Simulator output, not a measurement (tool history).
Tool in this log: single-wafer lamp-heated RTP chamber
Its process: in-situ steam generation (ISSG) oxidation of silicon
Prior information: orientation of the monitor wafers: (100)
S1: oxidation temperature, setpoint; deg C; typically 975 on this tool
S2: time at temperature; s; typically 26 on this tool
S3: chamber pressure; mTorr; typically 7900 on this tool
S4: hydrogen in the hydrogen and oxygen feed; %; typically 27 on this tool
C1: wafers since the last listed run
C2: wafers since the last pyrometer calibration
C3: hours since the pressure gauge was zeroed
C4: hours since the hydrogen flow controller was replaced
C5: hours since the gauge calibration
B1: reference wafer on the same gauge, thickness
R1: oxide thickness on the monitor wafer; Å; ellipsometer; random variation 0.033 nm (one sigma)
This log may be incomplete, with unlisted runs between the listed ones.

run,hour,S1,S2,S3,S4,C1,C2,C3,C4,C5,B1,R1
1,0.0,975,26,7900,27,0,4522,4327.4,3296.9,479.6,4.741,57.38
2,68.9,975,26,7900,27,639,5162,4396.3,3365.8,548.5,4.745,57.25
# hour 105.1: pyrometer window cleaned and pyrometer calibrated
3,130.3,975,26,7900,27,495,233,4457.7,3427.2,609.9,4.758,57.46
4,164.8,975,26,7900,27,320,553,4492.2,3461.7,644.4,4.775,57.84
5,256.6,975,26,7900,27,852,1406,4584.0,3553.5,736.2,4.788,57.69
6,324.7,975,26,7900,27,632,2038,4652.1,3621.6,804.3,4.814,58.43
7,352.1,975,26,7900,30,254,2292,4679.5,3649.0,831.7,4.817,60.34
8,414.3,975,26,7900,30,577,2869,4741.7,3711.2,893.9,4.837,59.47
9,459.0,975,26,8600,32,414,3284,4786.4,3755.9,938.6,4.843,61.25
10,505.4,975,26,8600,32,430,3715,4832.8,3802.3,985.0,4.867,61.39
11,539.1,975,26,7900,27,312,4028,4866.5,3836.0,1018.7,4.873,59.09
12,568.8,975,26,7900,27,275,4304,4896.2,3865.7,1048.4,4.885,59.41
# hour 585.5: gauge calibrated
13,596.1,975,26,8900,27,253,4557,4923.5,3893.0,10.6,4.711,56.94
14,626.2,975,26,8900,27,279,4836,4953.6,3923.1,40.7,4.710,57.19
# hour 647.7: pyrometer window cleaned and pyrometer calibrated
# hour 649.3: pressure gauge zeroed
15,661.9,960,26,8900,27,241,116,12.6,3958.8,76.4,4.712,53.71
16,704.7,991,26,7900,27,397,513,55.4,4001.6,119.2,4.721,61.36
17,741.3,957,26,7200,27,339,853,92.0,4038.2,155.8,4.729,54.15
18,787.8,960,30,8900,32,431,1285,138.5,4084.7,202.3,4.727,59.41
19,828.1,975,26,7900,27,374,1659,178.8,4125.0,242.6,4.726,57.11
# hour 845.3: hydrogen flow controller replaced
20,869.1,985,35,9200,31,306,1965,219.8,23.8,283.6,4.733,70.03
21,940.9,975,26,7900,27,666,2632,291.6,95.6,355.4,4.740,57.78
22,1003.7,975,26,7100,27,582,3214,354.4,158.4,418.2,4.740,57.85
23,1071.6,975,26,7900,27,630,3845,422.3,226.3,486.1,4.754,58.23
24,1097.0,963,22,9400,27,235,4080,447.7,251.7,511.5,4.760,50.56
25,1125.3,984,21,8500,22,262,4343,476.0,280.0,539.8,4.769,51.55
# hour 1174.7: pyrometer window cleaned and pyrometer calibrated
26,1330.6,966,32,7900,24,1831,1446,681.3,485.3,745.1,4.815,60.58
27,1370.9,994,26,8400,27,374,1820,721.6,525.6,785.4,4.834,63.38
28,1545.2,975,22,7900,27,1617,3438,895.9,699.9,959.7,4.872,54.79
29,1602.5,988,26,7100,27,531,3970,953.2,757.2,1017.0,4.889,62.88

Forecast each of these 4 alternatives for the next run:
A,1602.9,975,26,7900,27,3,3974,953.6,757.6,1017.4,?,?
B,1602.9,992,31,6900,32,3,3974,953.6,757.6,1017.4,?,?
C,1602.9,961,19,8600,27,3,3974,953.6,757.6,1017.4,?,?
D,1602.9,962,26,7900,23,3,3974,953.6,757.6,1017.4,?,?

run,B1,R1
A,4.902,59.50
B,4.902,72.40
C,4.902,49.27
D,4.902,54.61
Without the tool's hidden state the same runs would have given:
run,R1
A,57.20
B,69.61
C,47.37
D,52.50

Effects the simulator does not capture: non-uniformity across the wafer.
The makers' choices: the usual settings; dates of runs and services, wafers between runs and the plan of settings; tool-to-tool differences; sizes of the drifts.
